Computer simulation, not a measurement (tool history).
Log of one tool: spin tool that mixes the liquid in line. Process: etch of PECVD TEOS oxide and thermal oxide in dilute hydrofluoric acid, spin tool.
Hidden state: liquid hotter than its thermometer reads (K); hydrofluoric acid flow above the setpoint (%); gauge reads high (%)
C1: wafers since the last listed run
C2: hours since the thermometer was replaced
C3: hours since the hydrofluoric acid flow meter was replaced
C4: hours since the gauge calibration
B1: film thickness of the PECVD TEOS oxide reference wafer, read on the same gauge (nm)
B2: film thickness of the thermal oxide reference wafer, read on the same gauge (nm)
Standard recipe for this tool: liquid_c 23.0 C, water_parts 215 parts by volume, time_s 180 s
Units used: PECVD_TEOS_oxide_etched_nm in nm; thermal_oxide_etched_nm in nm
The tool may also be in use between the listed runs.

Run 1, hour 0.0: usual settings but water_parts 270 parts by volume; C1 0; C2 2118.3; C3 2049.3; C4 149.4; B1 40.00; B2 49.965. Result: PECVD_TEOS_oxide_etched_nm 17.92 nm, thermal_oxide_etched_nm 3.301 nm.
Run 2, hour 10.9: usual settings but time_s 220 s; C1 89; C2 2129.2; C3 2060.2; C4 160.3; B1 39.98; B2 49.978. Result: PECVD_TEOS_oxide_etched_nm 29.22 nm, thermal_oxide_etched_nm 5.370 nm.
Run 3, hour 23.2: usual settings but time_s 220 s; C1 101; C2 2141.5; C3 2072.5; C4 172.6; B1 39.98; B2 50.004. Result: PECVD_TEOS_oxide_etched_nm 29.10 nm, thermal_oxide_etched_nm 5.265 nm.
Run 4, hour 41.1: usual settings but time_s 220 s; C1 147; C2 2159.4; C3 2090.4; C4 190.5; B1 39.99; B2 50.015. Result: PECVD_TEOS_oxide_etched_nm 29.27 nm, thermal_oxide_etched_nm 5.353 nm.
Run 5, hour 47.1: usual settings but time_s 225 s; C1 49; C2 2165.4; C3 2096.4; C4 196.5; B1 39.97; B2 49.944. Result: PECVD_TEOS_oxide_etched_nm 29.81 nm, thermal_oxide_etched_nm 5.437 nm.
Run 6, hour 61.3: usual settings but time_s 225 s; C1 117; C2 2179.6; C3 2110.6; C4 210.7; B1 40.01; B2 49.971. Result: PECVD_TEOS_oxide_etched_nm 29.85 nm, thermal_oxide_etched_nm 5.468 nm.
Run 7, hour 72.2: usual settings but time_s 225 s; C1 89; C2 2190.5; C3 2121.5; C4 221.6; B1 39.99; B2 50.001. Result: PECVD_TEOS_oxide_etched_nm 29.91 nm, thermal_oxide_etched_nm 5.500 nm.
Run 8, hour 87.6: usual settings but water_parts 255 parts by volume; C1 127; C2 2205.9; C3 2136.9; C4 237.0; B1 40.00; B2 49.969. Result: PECVD_TEOS_oxide_etched_nm 19.52 nm, thermal_oxide_etched_nm 3.530 nm.
Run 9, hour 100.0: usual settings but water_parts 255 parts by volume; C1 102; C2 2218.3; C3 2149.3; C4 249.4; B1 40.00; B2 50.015. Result: PECVD_TEOS_oxide_etched_nm 19.54 nm, thermal_oxide_etched_nm 3.464 nm.
Run 10, hour 116.0: usual settings but water_parts 130 parts by volume; C1 132; C2 2234.3; C3 2165.3; C4 265.4; B1 39.98; B2 50.007. Result: PECVD_TEOS_oxide_etched_nm 43.53 nm, thermal_oxide_etched_nm 7.888 nm.
Run 11, hour 126.2: usual settings but water_parts 130 parts by volume; C1 84; C2 2244.5; C3 2175.5; C4 275.6; B1 39.95; B2 50.009. Result: PECVD_TEOS_oxide_etched_nm 43.45 nm, thermal_oxide_etched_nm 7.937 nm.
Run 12, hour 133.1: usual settings but water_parts 130 parts by volume; C1 56; C2 2251.4; C3 2182.4; C4 282.5; B1 40.02; B2 50.030. Result: PECVD_TEOS_oxide_etched_nm 43.71 nm, thermal_oxide_etched_nm 8.014 nm.
Run 13, hour 142.3: usual settings but time_s 220 s; C1 75; C2 2260.6; C3 2191.6; C4 291.7; B1 39.96; B2 49.994. Result: PECVD_TEOS_oxide_etched_nm 29.52 nm, thermal_oxide_etched_nm 5.329 nm.
At hour 152.5: gauge calibrated.
Run 14, hour 156.0: usual settings but water_parts 110 parts by volume; C1 113; C2 2274.3; C3 2205.3; C4 3.5; B1 39.97; B2 50.021. Result: PECVD_TEOS_oxide_etched_nm 53.09 nm, thermal_oxide_etched_nm 9.614 nm.
Run 15, hour 170.3: usual settings but water_parts 255 parts by volume, time_s 220 s; C1 118; C2 2288.6; C3 2219.6; C4 17.8; B1 39.97; B2 49.973. Result: PECVD_TEOS_oxide_etched_nm 24.04 nm, thermal_oxide_etched_nm 4.378 nm.
At hour 173.4: hydrofluoric acid flow meter replaced.
Run 16, hour 179.4: usual settings but liquid_c 20.0 C, water_parts 305 parts by volume, time_s 130 s; C1 66; C2 2297.7; C3 6.0; C4 26.9; B1 39.98; B2 50.019. Result: PECVD_TEOS_oxide_etched_nm 8.91 nm, thermal_oxide_etched_nm 1.623 nm.
At hour 184.4: thermometer replaced.
Run 17, hour 188.6: usual settings but water_parts 265 parts by volume, time_s 110 s; C1 67; C2 4.2; C3 15.2; C4 36.1; B1 39.99; B2 49.975. Result: PECVD_TEOS_oxide_etched_nm 9.35 nm, thermal_oxide_etched_nm 1.723 nm.
Run 18, hour 201.0: usual settings; C1 102; C2 16.6; C3 27.6; C4 48.5; B1 39.97; B2 49.997. Result: PECVD_TEOS_oxide_etched_nm 19.97 nm, thermal_oxide_etched_nm 3.650 nm.
Run 19, hour 215.3: usual settings but liquid_c 20.5 C, water_parts 170 parts by volume, time_s 215 s; C1 118; C2 30.9; C3 41.9; C4 62.8; B1 39.98; B2 50.014. Result: PECVD_TEOS_oxide_etched_nm 28.71 nm, thermal_oxide_etched_nm 5.244 nm.
Run 20, hour 229.6: usual settings; C1 118; C2 45.2; C3 56.2; C4 77.1; B1 39.97; B2 49.973. Result: PECVD_TEOS_oxide_etched_nm 19.99 nm, thermal_oxide_etched_nm 3.655 nm.
Run 21, hour 247.1: usual settings but water_parts 295 parts by volume; C1 144; C2 62.7; C3 73.7; C4 94.6; B1 40.00; B2 49.970. Result: PECVD_TEOS_oxide_etched_nm 13.49 nm, thermal_oxide_etched_nm 2.455 nm.
Run 22, hour 261.7: usual settings; C1 120; C2 77.3; C3 88.3; C4 109.2; B1 40.05; B2 50.007. Result: PECVD_TEOS_oxide_etched_nm 19.98 nm, thermal_oxide_etched_nm 3.600 nm.
Run 23, hour 273.4: usual settings but water_parts 310 parts by volume; C1 96; C2 89.0; C3 100.0; C4 120.9; B1 40.00; B2 49.964. Result: PECVD_TEOS_oxide_etched_nm 12.68 nm, thermal_oxide_etched_nm 2.304 nm.
Run 24, hour 290.3: usual settings but liquid_c 25.0 C, water_parts 120 parts by volume, time_s 280 s; C1 139; C2 105.9; C3 116.9; C4 137.8; B1 39.99; B2 50.041. Result: PECVD_TEOS_oxide_etched_nm 66.87 nm, thermal_oxide_etched_nm 12.187 nm.

5 options for the next run, each taken on its own from the tool as it stands now. Forecast them:
Run A, hour 290.8: usual settings; C1 4; C2 106.4; C3 117.4; C4 138.3; B1 ?; B2 ?. Result: PECVD_TEOS_oxide_etched_nm ?, thermal_oxide_etched_nm ?.
Run B, hour 290.8: usual settings but liquid_c 20.0 C, water_parts 155 parts by volume; C1 4; C2 106.4; C3 117.4; C4 138.3; B1 ?; B2 ?. Result: PECVD_TEOS_oxide_etched_nm ?, thermal_oxide_etched_nm ?.
Run C, hour 290.8: usual settings but liquid_c 26.5 C, water_parts 280 parts by volume; C1 4; C2 106.4; C3 117.4; C4 138.3; B1 ?; B2 ?. Result: PECVD_TEOS_oxide_etched_nm ?, thermal_oxide_etched_nm ?.
Run D, hour 290.8: usual settings but water_parts 275 parts by volume, time_s 75 s; C1 4; C2 106.4; C3 117.4; C4 138.3; B1 ?; B2 ?. Result: PECVD_TEOS_oxide_etched_nm ?, thermal_oxide_etched_nm ?.
Run E, hour 290.8: usual settings but liquid_c 18.5 C, water_parts 260 parts by volume; C1 4; C2 106.4; C3 117.4; C4 138.3; B1 ?; B2 ?. Result: PECVD_TEOS_oxide_etched_nm ?, thermal_oxide_etched_nm ?.

run     B1      B2  PECVD_TEOS_oxide_etched_nm  thermal_oxide_etched_nm
  A  39.96  50.045                       20.10                    3.594
  B  39.96  50.045                       26.47                    4.732
  C  39.96  50.045                       16.32                    2.918
  D  39.96  50.045                        6.16                    1.102
  E  39.96  50.045                       13.46                    2.406
With the hidden condition removed and each run's random variation left untouched, the same runs would have given:
run  PECVD_TEOS_oxide_etched_nm  thermal_oxide_etched_nm
  A                       19.50                    3.486
  B                       25.65                    4.586
  C                       15.85                    2.833
  D                        5.98                    1.069
  E                       13.05                    2.332
